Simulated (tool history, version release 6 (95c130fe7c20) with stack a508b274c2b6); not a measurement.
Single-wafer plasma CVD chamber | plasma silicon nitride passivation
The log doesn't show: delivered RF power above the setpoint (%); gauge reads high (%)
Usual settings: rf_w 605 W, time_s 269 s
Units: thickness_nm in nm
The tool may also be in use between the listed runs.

run    hour  rf_w  time_s  wafers since the last listed run  hours since the last RF generator calibration  hours since the showerhead was replaced  hours since the gauge calibration  read-back reference wafer on the same gauge, thickness_nm  thickness_nm
  1       0   605     269                                 0                                         1397.3                                   4684.6                              545.5                                                    368.268       413.548
  2    51.7   605     269                               343                                           1449                                   4736.3                              597.2                                                    368.713       415.407
  3   104.8   605     269                               353                                         1502.1                                   4789.4                              650.3                                                    368.452       412.017
  4   173.4   605     269                               456                                         1570.7                                     4858                              718.9                                                      368.2       415.492
  5   230.8   605     269                               381                                         1628.1                                   4915.4                              776.3                                                     368.24       412.206
  6   293.9   605     269                               419                                         1691.2                                   4978.5                              839.4                                                    367.837       412.402
  7   320.2   645     269                               174                                         1717.5                                   5004.8                              865.7                                                    367.937       423.169
  8   367.3   605     269                               313                                         1764.6                                   5051.9                              912.8                                                    368.232       413.057
  9   416.8   555     269                               329                                         1814.1                                   5101.4                              962.3                                                    368.322       402.507
 10   475.9   555     269                               393                                         1873.2                                   5160.5                             1021.4                                                      368.1        399.22
      507.1  -- showerhead replaced
 11   546.3   605     269                               415                                         1943.6                                     39.2                             1091.8                                                    367.824         412.7
 12   571.2   605     269                               165                                         1968.5                                     64.1                             1116.7                                                    367.947       412.203
 13   607.7   635     269                               242                                           2005                                    100.6                             1153.2                                                    368.182       419.133
      610.1  -- gauge calibrated
 14   667.5   695     317                               397                                         2064.8                                    160.4                               57.4                                                    368.061       508.089
 15   710.8   720     304                               288                                         2108.1                                    203.7                              100.7                                                    368.198       494.149
 16   777.5   570     218                               443                                         2174.8                                    270.4                              167.4                                                    367.605       328.935
      791.9  -- RF generator calibrated
 17   813.6   505     251                               186                                           21.7                                    306.5                              203.5                                                    368.446       371.742
 18   876.6   605     228                               419                                           84.7                                    369.5                              266.5                                                    368.461       355.774
 19   937.2   605     269                               403                                          145.3                                    430.1                              327.1                                                     368.04       417.624
 20  1106.4   605     313                              1125                                          314.5                                    599.3                              496.3                                                    368.088       487.617
 21    1142   605     269                               236                                          350.1                                    634.9                              531.9                                                    367.792       418.006
 22  1210.2   605     269                               453                                          418.3                                    703.1                              600.1                                                    368.108       418.053
 23  1247.3   640     229                               246                                          455.4                                    740.2                              637.2                                                    367.631       361.315
 24  1426.7   605     269                              1193                                          634.8                                    919.6                              816.6                                                    368.173       418.001

Hidden state or all else? Some run-to-run changes of thickness_nm, split into what the settings, what came in and random variation would give without the hidden state, and what is left for the hidden state (with any gauge scatter that isn't in both results):
Run 13 -> 14: rf_w 635 -> 695, time_s 269 -> 317, gauge calibrated. thickness_nm +88.956 nm: hidden state -2.411, all else +91.367.
Run 15 -> 16: rf_w 720 -> 570, time_s 304 -> 218. thickness_nm -165.214 nm: hidden state +3.765, all else -168.979.
Run 16 -> 17: rf_w 570 -> 505, time_s 218 -> 251, RF generator calibrated. thickness_nm +42.807 nm: hidden state +7.156, all else +35.651.
